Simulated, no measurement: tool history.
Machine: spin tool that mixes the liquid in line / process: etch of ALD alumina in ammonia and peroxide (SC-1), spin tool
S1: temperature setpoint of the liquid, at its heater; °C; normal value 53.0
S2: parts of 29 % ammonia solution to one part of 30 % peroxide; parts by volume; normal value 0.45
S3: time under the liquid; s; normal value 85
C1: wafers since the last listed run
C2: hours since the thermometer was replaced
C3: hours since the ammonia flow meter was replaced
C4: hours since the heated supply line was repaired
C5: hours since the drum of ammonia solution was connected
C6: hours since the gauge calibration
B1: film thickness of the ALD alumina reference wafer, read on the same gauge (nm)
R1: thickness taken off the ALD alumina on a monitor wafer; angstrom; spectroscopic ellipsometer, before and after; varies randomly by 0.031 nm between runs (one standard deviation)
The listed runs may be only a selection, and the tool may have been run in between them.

Run 1, hour 0.0: usual settings; C1 0; C2 2290.4; C3 513.2; C4 24.1; C5 571.7; C6 2043.2; B1 149.97. Result: R1 87.8 angstrom.
At hour 23.0: new drum of ammonia solution connected.
Run 2, hour 55.6: usual settings; C1 695; C2 2346.0; C3 568.8; C4 79.7; C5 32.6; C6 2098.8; B1 150.01. Result: R1 87.6 angstrom.
Run 3, hour 103.6: usual settings; C1 611; C2 2394.0; C3 616.8; C4 127.7; C5 80.6; C6 2146.8; B1 149.96. Result: R1 87.6 angstrom.
Run 4, hour 178.7: usual settings but S2 0.55 parts by volume; C1 956; C2 2469.1; C3 691.9; C4 202.8; C5 155.7; C6 2221.9; B1 149.97. Result: R1 89.3 angstrom.
Run 5, hour 221.2: usual settings but S2 0.55 parts by volume; C1 541; C2 2511.6; C3 734.4; C4 245.3; C5 198.2; C6 2264.4; B1 150.03. Result: R1 88.8 angstrom.
Run 6, hour 317.6: usual settings; C1 1228; C2 2608.0; C3 830.8; C4 341.7; C5 294.6; C6 2360.8; B1 150.02. Result: R1 87.4 angstrom.
Run 7, hour 381.7: usual settings but S1 59.5 °C, S3 45 s; C1 816; C2 2672.1; C3 894.9; C4 405.8; C5 358.7; C6 2424.9; B1 150.02. Result: R1 65.5 angstrom.
Run 8, hour 418.9: usual settings; C1 473; C2 2709.3; C3 932.1; C4 443.0; C5 395.9; C6 2462.1; B1 150.00. Result: R1 87.8 angstrom.
At hour 488.3: ammonia flow meter replaced.
Run 9, hour 504.6: usual settings but S1 62.0 °C, S2 0.30 parts by volume, S3 135 s; C1 1078; C2 2795.0; C3 16.3; C4 528.7; C5 481.6; C6 2547.8; B1 150.04. Result: R1 214.7 angstrom.
At hour 538.1: new drum of ammonia solution connected.
Run 10, hour 601.4: usual settings; C1 1220; C2 2891.8; C3 113.1; C4 625.5; C5 63.3; C6 2644.6; B1 149.95. Result: R1 88.1 angstrom.
Run 11, hour 647.4: usual settings; C1 585; C2 2937.8; C3 159.1; C4 671.5; C5 109.3; C6 2690.6; B1 150.01. Result: R1 87.7 angstrom.
At hour 654.1: thermometer replaced.
Run 12, hour 754.1: usual settings but S1 46.0 °C, S2 0.50 parts by volume, S3 55 s; C1 1346; C2 100.0; C3 265.8; C4 778.2; C5 216.0; C6 2797.3; B1 150.00. Result: R1 38.7 angstrom.
At hour 805.2: gauge calibrated.
Run 13, hour 838.3: usual settings but S2 0.55 parts by volume, S3 65 s; C1 1072; C2 184.2; C3 350.0; C4 862.4; C5 300.2; C6 33.1; B1 150.01. Result: R1 68.0 angstrom.

Predict the results of run 14:
Run 14, hour 917.3: usual settings; C1 1006; C2 263.2; C3 429.0; C4 941.4; C5 379.2; C6 112.1; B1 ?. Result: R1 ?.

B1: 149.96
R1: 87.9 angstrom
Without the tool's hidden state the same run would have given R1 87.9 angstrom.
